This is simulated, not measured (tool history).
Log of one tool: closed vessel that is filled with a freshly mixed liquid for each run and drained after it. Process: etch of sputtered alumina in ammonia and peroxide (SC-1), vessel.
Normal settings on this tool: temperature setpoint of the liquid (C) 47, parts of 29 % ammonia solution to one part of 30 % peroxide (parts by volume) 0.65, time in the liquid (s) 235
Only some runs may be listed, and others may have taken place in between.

run	hour	temperature setpoint of the liquid (C)	parts of 29 % ammonia solution to one part of 30 % peroxide (parts by volume)	time in the liquid (s)	wafers since the last listed run	hours since the thermometer was replaced	hours since the ammonia flow meter was replaced	hours since the drum of ammonia solution was connected	hours since the gauge calibration	read-back film thickness of the sputtered alumina reference wafer, read on the same gauge (nm)	thickness taken off the sputtered alumina on a monitor wafer (angstrom)
1	0	47	0.55	235	0	2152.6	552.1	103.2	1057.2	110	174.2
2	90.2	52	0.75	235	8561	2242.8	642.3	193.4	1147.4	110.04	232.2
3	172	47	0.65	235	7763	2324.6	724.1	275.2	1229.2	109.97	176.1
# hour 253.3: new drum of ammonia solution connected
4	258.7	47	0.65	235	8133	2411.3	810.8	5.4	1315.9	109.99	176.3
5	330.3	47	0.65	235	6795	2482.9	882.4	77	1387.5	110	174.5
6	400	47	0.65	235	6615	2552.6	952.1	146.7	1457.2	110.01	178.6
7	446.4	47	0.65	235	4403	2599	998.5	193.1	1503.6	109.99	177.2
8	552.3	47	0.4	235	10051	2704.9	1104.4	299	1609.5	110	170.5
9	608.4	39.5	0.65	310	5324	2761	1160.5	355.1	1665.6	110.01	154.2
# hour 625.4: new drum of ammonia solution connected
# hour 648.3: thermometer replaced
10	678.2	47	0.65	340	6435	29.9	1230.3	52.8	1735.4	110	238.3
11	766.7	47	0.65	235	8399	118.4	1318.8	141.3	1823.9	109.99	166.7
12	812.4	47	0.65	235	4337	164.1	1364.5	187	1869.6	109.99	166.3
13	874.3	47	0.65	235	5875	226	1426.4	248.9	1931.5	110.03	164.8
14	964.2	47	0.45	325	8532	315.9	1516.3	338.8	2021.4	110	223
# hour 1011.8: new drum of ammonia solution connected
15	1020.1	47	0.65	145	5210	371.8	1572.2	8.3	2077.3	109.99	103.5
16	1056.9	47	0.9	285	3492	408.6	1609	45.1	2114.1	110	208
# hour 1106.8: gauge calibrated
17	1129.9	41	0.5	280	6928	481.6	1682	118.1	23.1	109.97	136.7
18	1196.1	47	0.65	235	6283	547.8	1748.2	184.3	89.3	110.01	167.8
# hour 1244.3: ammonia flow meter replaced
19	1295.1	47	0.65	235	9301	646.8	50.8	283.3	188.3	110.01	170.3
20	1339.9	47	0.5	335	4252	691.6	95.6	328.1	233.1	109.96	231.2
# hour 1414.4: new drum of ammonia solution connected
21	1446.3	52	0.65	235	10003	798	202	31.9	339.5	110.01	222.6
22	1503.7	56.5	0.4	310	5447	855.4	259.4	89.3	396.9	110.02	356.7
23	1586.2	40	0.65	235	7830	937.9	341.9	171.8	479.4	110	113.3
24	1661.4	55.5	0.45	315	7137	1013.1	417.1	247	554.6	109.98	346.4
25	1761.8	41.5	0.75	235	9529	1113.5	517.5	347.4	655	110	126.7
# hour 1887.7: new drum of ammonia solution connected
26	1925.2	47	0.65	235	15413	1276.9	680.9	37.5	818.4	110	169.4
27	1988.9	47	0.45	235	6045	1340.6	744.6	101.2	882.1	110.03	166

Below are 5 alternative next runs, each starting from the tool's condition after run 27. Predict each:
A	1989.6	47	0.65	130	66	1341.3	745.3	101.9	882.8	?	?
B	1989.6	50.5	0.45	305	66	1341.3	745.3	101.9	882.8	?	?
C	1989.6	40	0.55	170	66	1341.3	745.3	101.9	882.8	?	?
D	1989.6	42.5	0.9	235	66	1341.3	745.3	101.9	882.8	?	?
E	1989.6	55	0.85	235	66	1341.3	745.3	101.9	882.8	?	?

run	read-back film thickness of the sputtered alumina reference wafer, read on the same gauge (nm)	thickness taken off the sputtered alumina on a monitor wafer (angstrom)
A	109.99	93.2
B	109.99	256
C	109.99	80.3
D	109.99	134.6
E	109.99	266.8
With no hidden state in the tool, these same runs would have given:
run	thickness taken off the sputtered alumina on a monitor wafer (angstrom)
A	88.8
B	244.4
C	76.4
D	128.1
E	255
